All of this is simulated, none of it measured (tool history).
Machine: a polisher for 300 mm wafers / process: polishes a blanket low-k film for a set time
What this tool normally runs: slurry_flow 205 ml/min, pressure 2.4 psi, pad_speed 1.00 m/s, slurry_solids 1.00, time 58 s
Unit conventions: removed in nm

run,hour,slurry_flow,pressure,pad_speed,slurry_solids,time,wafers since the last listed run,wafers polished on this pad,hours since the slurry nozzle was cleaned,hours since the head pressure was calibrated,hours since the slurry blender was calibrated,hours since the conditioning disc was replaced,"incoming thickness of the incoming film, nm",removed
1,0.0,160,2.4,1.00,1.00,58,0,6731,51.5,623.5,93.3,391.0,513.1,24.8
2,48.6,205,2.4,1.00,1.00,58,741,7473,100.1,672.1,141.9,439.6,517.6,25.4
3,104.6,245,2.4,1.00,1.00,58,854,8328,156.1,728.1,197.9,495.6,518.2,25.8
# hour 120.9: worn pad replaced by a new one
4,144.0,150,2.4,1.00,0.70,58,540,352,195.5,767.5,237.3,535.0,522.0,19.9
# hour 203.9: conditioning disc replaced and pad reconditioned
5,205.2,205,2.4,1.34,1.00,58,903,1255,256.7,828.7,298.5,1.3,517.2,31.1
6,288.1,240,2.0,1.26,0.80,58,1265,2521,339.6,911.6,381.4,84.2,516.5,22.9
7,386.1,205,2.4,1.00,1.00,58,1496,4017,437.6,1009.6,479.4,182.2,510.8,23.7
# hour 400.0: head pressure recalibrated
8,423.4,205,2.4,1.00,1.00,58,538,4556,474.9,23.4,516.7,219.5,526.6,23.2
9,460.0,270,2.4,0.90,1.00,65,558,5115,511.5,60.0,553.3,256.1,515.6,24.2
# hour 512.4: slurry blender recalibrated
10,528.0,205,1.8,0.88,1.00,58,1007,6123,579.5,128.0,15.6,324.1,513.1,18.8
11,622.0,205,2.4,1.00,1.00,67,1435,7558,673.5,222.0,109.6,418.1,514.9,29.8
# hour 640.8: slurry nozzle cleaned
12,666.1,155,2.1,1.10,1.00,58,658,8216,25.3,266.1,153.7,462.2,527.0,23.4
# hour 699.2: worn pad replaced by a new one
13,722.7,245,2.4,1.00,1.25,40,803,359,81.9,322.7,210.3,518.8,518.4,19.6
14,773.8,205,2.0,1.00,1.20,58,780,1139,133.0,373.8,261.4,569.9,521.4,23.8
15,862.1,150,2.4,1.00,0.70,58,1348,2487,221.3,462.1,349.7,658.2,519.3,19.5
# hour 873.2: conditioning disc replaced and pad reconditioned
16,905.9,165,3.1,0.74,1.00,65,638,3125,265.1,505.9,393.5,32.7,509.5,25.3
17,990.2,250,2.4,0.88,1.00,58,1287,4412,349.4,590.2,477.8,117.0,521.2,22.2
18,1036.4,255,2.8,1.00,1.00,58,705,5118,395.6,636.4,524.0,163.2,520.7,27.5
19,1104.1,205,2.4,0.84,1.00,47,1033,6151,463.3,704.1,591.7,230.9,521.4,16.4
20,1145.5,205,2.4,1.00,1.00,58,632,6783,504.7,745.5,633.1,272.3,531.5,22.8
# hour 1222.8: slurry nozzle cleaned
# hour 1229.0: slurry blender recalibrated
21,1243.8,205,2.9,1.34,1.00,58,1454,8238,21.0,843.8,14.8,370.6,513.8,38.4
22,1335.6,205,2.4,0.76,1.00,58,1401,9640,112.8,935.6,106.6,462.4,521.7,20.0
# hour 1385.8: worn pad replaced by a new one
23,1419.0,205,2.4,1.00,1.00,58,1212,506,196.2,1019.0,190.0,545.8,518.5,25.3
24,1464.2,270,2.4,0.66,1.00,58,690,1196,241.4,1064.2,235.2,591.0,510.7,18.1
# hour 1475.6: head pressure recalibrated
25,1555.2,180,2.6,1.00,1.20,58,1358,2555,332.4,79.6,326.2,682.0,516.5,27.9

What if the next run were any one of these 4? Each begins from the tool's condition after run 25:
A,1555.6,205,2.4,1.00,1.00,58,6,2561,332.8,80.0,326.6,682.4,512.1,?
B,1555.6,205,1.6,0.68,0.80,66,6,2561,332.8,80.0,326.6,682.4,512.1,?
C,1555.6,150,2.4,1.00,0.90,58,6,2561,332.8,80.0,326.6,682.4,512.1,?
D,1555.6,180,2.4,1.16,1.15,58,6,2561,332.8,80.0,326.6,682.4,512.1,?

run,removed
A,24.5
B,13.6
C,22.2
D,28.9
Without the tool's hidden state the same runs would have given:
run,removed
A,26.3
B,14.7
C,24.0
D,30.8
